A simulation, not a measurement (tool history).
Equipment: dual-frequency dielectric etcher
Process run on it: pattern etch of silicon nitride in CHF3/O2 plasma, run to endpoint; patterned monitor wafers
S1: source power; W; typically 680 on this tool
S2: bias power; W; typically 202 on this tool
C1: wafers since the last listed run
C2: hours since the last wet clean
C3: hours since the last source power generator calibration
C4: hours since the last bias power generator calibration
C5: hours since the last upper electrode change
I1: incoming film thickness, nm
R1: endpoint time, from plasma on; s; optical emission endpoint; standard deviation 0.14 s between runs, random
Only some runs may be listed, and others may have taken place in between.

{"run": 1, "hour": 0.0, "S1": 680, "S2": 202, "C1": 0, "C2": 63, "C3": 1147.5, "C4": 2184.4, "C5": 4726.8, "I1": 84.8, "R1": 47.3}
{"run": 2, "hour": 19.8, "S1": 680, "S2": 202, "C1": 162, "C2": 82.8, "C3": 1167.3, "C4": 2204.2, "C5": 4746.6, "I1": 84.8, "R1": 47.4}
{"run": 3, "hour": 37.8, "S1": 680, "S2": 202, "C1": 147, "C2": 100.8, "C3": 1185.3, "C4": 2222.2, "C5": 4764.6, "I1": 84.2, "R1": 46.9}
{"run": 4, "hour": 51.9, "S1": 680, "S2": 202, "C1": 115, "C2": 114.9, "C3": 1199.4, "C4": 2236.3, "C5": 4778.7, "I1": 84.5, "R1": 47.1}
{"run": 5, "hour": 72.9, "S1": 680, "S2": 202, "C1": 172, "C2": 135.9, "C3": 1220.4, "C4": 2257.3, "C5": 4799.7, "I1": 84.2, "R1": 46.8}
{"run": 6, "hour": 107.9, "S1": 680, "S2": 202, "C1": 287, "C2": 170.9, "C3": 1255.4, "C4": 2292.3, "C5": 4834.7, "I1": 82.6, "R1": 45.7}
{"run": 7, "hour": 129.8, "S1": 680, "S2": 202, "C1": 179, "C2": 192.8, "C3": 1277.3, "C4": 2314.2, "C5": 4856.6, "I1": 83.6, "R1": 46.3}
{"run": 8, "hour": 151.8, "S1": 680, "S2": 202, "C1": 180, "C2": 214.8, "C3": 1299.3, "C4": 2336.2, "C5": 4878.6, "I1": 84, "R1": 46.7}
{"run": 9, "hour": 174.8, "S1": 680, "S2": 202, "C1": 188, "C2": 237.8, "C3": 1322.3, "C4": 2359.2, "C5": 4901.6, "I1": 84.6, "R1": 46.8}
{"run": 10, "hour": 191.7, "S1": 680, "S2": 202, "C1": 138, "C2": 254.7, "C3": 1339.2, "C4": 2376.1, "C5": 4918.5, "I1": 84.2, "R1": 46.2}
{"run": 11, "hour": 210.2, "S1": 680, "S2": 202, "C1": 151, "C2": 273.2, "C3": 1357.7, "C4": 2394.6, "C5": 4937, "I1": 83.8, "R1": 46.4}
{"run": 12, "hour": 230.7, "S1": 680, "S2": 202, "C1": 168, "C2": 293.7, "C3": 1378.2, "C4": 2415.1, "C5": 4957.5, "I1": 84.2, "R1": 46.3}
{"run": 13, "hour": 265.5, "S1": 680, "S2": 202, "C1": 285, "C2": 328.5, "C3": 1413, "C4": 2449.9, "C5": 4992.3, "I1": 83.3, "R1": 45.7}
{"hour": 342.5, "done": "upper electrode replaced"}
{"run": 14, "hour": 348.7, "S1": 680, "S2": 202, "C1": 486, "C2": 411.7, "C3": 1496.2, "C4": 2533.1, "C5": 6.2, "I1": 85.1, "R1": 46.7}
{"run": 15, "hour": 379.8, "S1": 730, "S2": 222, "C1": 255, "C2": 442.8, "C3": 1527.3, "C4": 2564.2, "C5": 37.3, "I1": 84.2, "R1": 42.7}
{"run": 16, "hour": 394.9, "S1": 560, "S2": 202, "C1": 124, "C2": 457.9, "C3": 1542.4, "C4": 2579.3, "C5": 52.4, "I1": 83.6, "R1": 51}
{"run": 17, "hour": 430.2, "S1": 680, "S2": 232, "C1": 290, "C2": 493.2, "C3": 1577.7, "C4": 2614.6, "C5": 87.7, "I1": 84.1, "R1": 44}
{"run": 18, "hour": 451.9, "S1": 680, "S2": 202, "C1": 178, "C2": 514.9, "C3": 1599.4, "C4": 2636.3, "C5": 109.4, "I1": 85.1, "R1": 45.8}
{"hour": 487.3, "done": "wet clean of the chamber"}
{"run": 19, "hour": 487.8, "S1": 810, "S2": 231, "C1": 97, "C2": 0.5, "C3": 1635.3, "C4": 2672.2, "C5": 145.3, "I1": 84.6, "R1": 41}
{"run": 20, "hour": 488.1, "S1": 830, "S2": 182, "C1": 2, "C2": 0.8, "C3": 1635.6, "C4": 2672.5, "C5": 145.6, "I1": 84.5, "R1": 43}
{"run": 21, "hour": 518.5, "S1": 640, "S2": 187, "C1": 249, "C2": 31.2, "C3": 1666, "C4": 2702.9, "C5": 176, "I1": 84.8, "R1": 49.7}
{"run": 22, "hour": 532.4, "S1": 590, "S2": 179, "C1": 114, "C2": 45.1, "C3": 1679.9, "C4": 2716.8, "C5": 189.9, "I1": 84.4, "R1": 52.3}
{"hour": 545.5, "done": "bias power generator calibrated"}
{"run": 23, "hour": 546.1, "S1": 680, "S2": 202, "C1": 79, "C2": 58.8, "C3": 1693.6, "C4": 0.6, "C5": 203.6, "I1": 84.9, "R1": 46.9}
{"run": 24, "hour": 563.6, "S1": 850, "S2": 202, "C1": 143, "C2": 76.3, "C3": 1711.1, "C4": 18.1, "C5": 221.1, "I1": 83.7, "R1": 40.8}
{"run": 25, "hour": 585.0, "S1": 680, "S2": 236, "C1": 175, "C2": 97.7, "C3": 1732.5, "C4": 39.5, "C5": 242.5, "I1": 84.7, "R1": 44.6}
{"run": 26, "hour": 608.6, "S1": 590, "S2": 226, "C1": 193, "C2": 121.3, "C3": 1756.1, "C4": 63.1, "C5": 266.1, "I1": 83.3, "R1": 48.6}
{"hour": 622.6, "done": "source power generator calibrated"}
{"run": 27, "hour": 627.5, "S1": 790, "S2": 202, "C1": 122, "C2": 140.2, "C3": 4.9, "C4": 82, "C5": 285, "I1": 84.9, "R1": 44.1}
{"run": 28, "hour": 640.5, "S1": 570, "S2": 186, "C1": 106, "C2": 153.2, "C3": 17.9, "C4": 95, "C5": 298, "I1": 84.1, "R1": 54.1}
{"run": 29, "hour": 654.2, "S1": 680, "S2": 202, "C1": 112, "C2": 166.9, "C3": 31.6, "C4": 108.7, "C5": 311.7, "I1": 84.8, "R1": 47.5}
{"run": 30, "hour": 685.6, "S1": 570, "S2": 230, "C1": 257, "C2": 198.3, "C3": 63, "C4": 140.1, "C5": 343.1, "I1": 84.5, "R1": 51.1}
{"run": 31, "hour": 702.0, "S1": 590, "S2": 182, "C1": 134, "C2": 214.7, "C3": 79.4, "C4": 156.5, "C5": 359.5, "I1": 83.7, "R1": 52.6}
{"run": 32, "hour": 720.0, "S1": 680, "S2": 202, "C1": 147, "C2": 232.7, "C3": 97.4, "C4": 174.5, "C5": 377.5, "I1": 83.8, "R1": 47.2}
{"run": 33, "hour": 735.7, "S1": 830, "S2": 249, "C1": 128, "C2": 248.4, "C3": 113.1, "C4": 190.2, "C5": 393.2, "I1": 84.3, "R1": 40}
{"run": 34, "hour": 749.8, "S1": 810, "S2": 202, "C1": 115, "C2": 262.5, "C3": 127.2, "C4": 204.3, "C5": 407.3, "I1": 85, "R1": 43}
{"run": 35, "hour": 785.0, "S1": 680, "S2": 202, "C1": 289, "C2": 297.7, "C3": 162.4, "C4": 239.5, "C5": 442.5, "I1": 83.9, "R1": 46.9}
{"run": 36, "hour": 799.6, "S1": 580, "S2": 243, "C1": 119, "C2": 312.3, "C3": 177, "C4": 254.1, "C5": 457.1, "I1": 84.4, "R1": 49.2}

Measured minus without-hidden-state, run by run (identical run-to-run variation in each term; gauge scatter may differ):
Hidden state present: etch rate over this chamber's usual, %; source power that arrives over what is set, %; bias power that arrives over what is set, %.
run=1 R1=-1
run=2 R1=-1.1
run=3 R1=-1.2
run=4 R1=-1.3
run=5 R1=-1.3
run=6 R1=-1.3
run=7 R1=-1.5
run=8 R1=-1.5
run=9 R1=-1.6
run=10 R1=-1.7
run=11 R1=-1.8
run=12 R1=-1.9
run=13 R1=-2
run=14 R1=-2.3
run=15 R1=-2.3
run=16 R1=-2.7
run=17 R1=-2.4
run=18 R1=-2.7
run=19 R1=-1.4
run=20 R1=-1.5
run=21 R1=-1.8
run=22 R1=-1.9
run=23 R1=-1.8
run=24 R1=-1.7
run=25 R1=-1.8
run=26 R1=-2.1
run=27 R1=-0.6
run=28 R1=-0.8
run=29 R1=-0.7
run=30 R1=-0.9
run=31 R1=-1
run=32 R1=-1
run=33 R1=-0.8
run=34 R1=-0.9
run=35 R1=-1.2
run=36 R1=-1.3

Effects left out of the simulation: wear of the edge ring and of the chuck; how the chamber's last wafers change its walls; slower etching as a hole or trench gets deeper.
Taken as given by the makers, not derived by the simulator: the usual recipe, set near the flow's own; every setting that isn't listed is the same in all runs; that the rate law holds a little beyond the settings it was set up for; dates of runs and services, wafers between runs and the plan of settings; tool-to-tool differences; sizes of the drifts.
